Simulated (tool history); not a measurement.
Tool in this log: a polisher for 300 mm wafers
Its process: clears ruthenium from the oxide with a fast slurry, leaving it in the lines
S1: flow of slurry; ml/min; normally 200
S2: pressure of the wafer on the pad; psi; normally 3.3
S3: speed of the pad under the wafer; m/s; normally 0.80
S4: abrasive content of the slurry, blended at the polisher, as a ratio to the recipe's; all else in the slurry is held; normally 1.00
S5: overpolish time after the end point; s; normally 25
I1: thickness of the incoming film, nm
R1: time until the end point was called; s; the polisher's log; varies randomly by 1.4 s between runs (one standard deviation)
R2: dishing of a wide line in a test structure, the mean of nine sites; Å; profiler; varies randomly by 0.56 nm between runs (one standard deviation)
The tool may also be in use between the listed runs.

run	day	S1	S2	S3	S4	S5	I1	R1	R2
1	0.000	200	3.3	0.80	1.00	25	265.2	75.0	474
# day 1.033: slurry blender recalibrated
2	1.900	200	3.3	0.80	1.00	25	270.8	83.8	468
3	2.496	200	3.3	0.80	1.00	25	274.1	86.4	459
4	2.808	200	3.3	0.80	1.00	25	268.2	82.4	460
# day 3.012: worn pad replaced by a new one
5	3.546	200	3.3	0.80	1.00	25	273.2	76.4	487
6	3.804	200	3.3	0.80	1.00	25	271.4	77.4	471
# day 4.421: head pressure recalibrated
7	4.458	200	3.3	0.80	1.15	25	271.9	76.1	486
8	5.012	200	3.3	0.80	1.15	25	272.8	75.4	489
9	5.371	200	3.3	0.80	1.00	25	267.0	81.7	452
# day 5.646: slurry nozzle cleaned
10	5.929	200	3.3	0.80	1.00	25	270.9	82.8	462
11	6.442	200	3.3	0.80	1.00	25	271.5	80.4	456
# day 6.825: worn pad replaced by a new one
12	7.092	200	3.3	0.80	1.00	25	267.5	74.9	481
13	7.600	200	3.7	0.80	1.00	25	269.8	72.5	486
14	8.150	170	3.3	0.80	1.00	21	270.0	82.7	430
15	8.417	235	3.3	1.06	0.80	32	268.9	64.2	553
16	9.054	165	3.8	0.80	1.00	14	266.2	73.7	344
# day 9.167: slurry blender recalibrated
17	9.483	180	4.1	0.58	1.00	29	272.0	98.3	462
18	9.879	200	3.3	0.80	1.00	25	265.2	81.8	458
# day 10.758: worn pad replaced by a new one
19	11.138	265	3.3	0.58	1.15	32	272.7	91.6	501
20	11.667	200	3.3	0.80	1.00	25	268.5	74.3	469
21	12.212	150	2.3	0.80	1.20	19	268.7	90.2	368
22	12.483	200	3.3	0.80	1.00	25	269.4	76.8	475
23	13.750	240	3.3	0.88	1.00	25	271.1	73.1	485
24	14.333	200	2.9	0.80	1.00	36	271.6	89.1	531
25	14.888	200	3.3	0.80	0.80	25	273.2	93.8	432
# day 15.238: worn pad replaced by a new one
26	15.333	225	3.3	0.52	1.00	25	270.6	112.9	385
27	15.900	200	3.3	0.64	0.85	25	264.5	101.5	401

5 options for the next run, each taken on its own from the tool as it stands now. Forecast them:
A	15.917	200	3.3	0.80	1.00	25	266.8	?	?
B	15.917	160	3.3	0.56	0.85	17	266.8	?	?
C	15.917	255	2.3	0.80	1.00	25	266.8	?	?
D	15.917	155	3.3	0.72	0.80	29	266.8	?	?
E	15.917	200	3.3	0.70	1.00	25	266.8	?	?

run	R1	R2
A	76.3	486
B	121.5	285
C	94.5	435
D	98.2	461
E	87.2	454
Without the tool's unlogged condition, the same runs would have read:
run	R1	R2
A	71.2	503
B	113.4	300
C	88.2	452
D	91.6	478
E	81.4	471

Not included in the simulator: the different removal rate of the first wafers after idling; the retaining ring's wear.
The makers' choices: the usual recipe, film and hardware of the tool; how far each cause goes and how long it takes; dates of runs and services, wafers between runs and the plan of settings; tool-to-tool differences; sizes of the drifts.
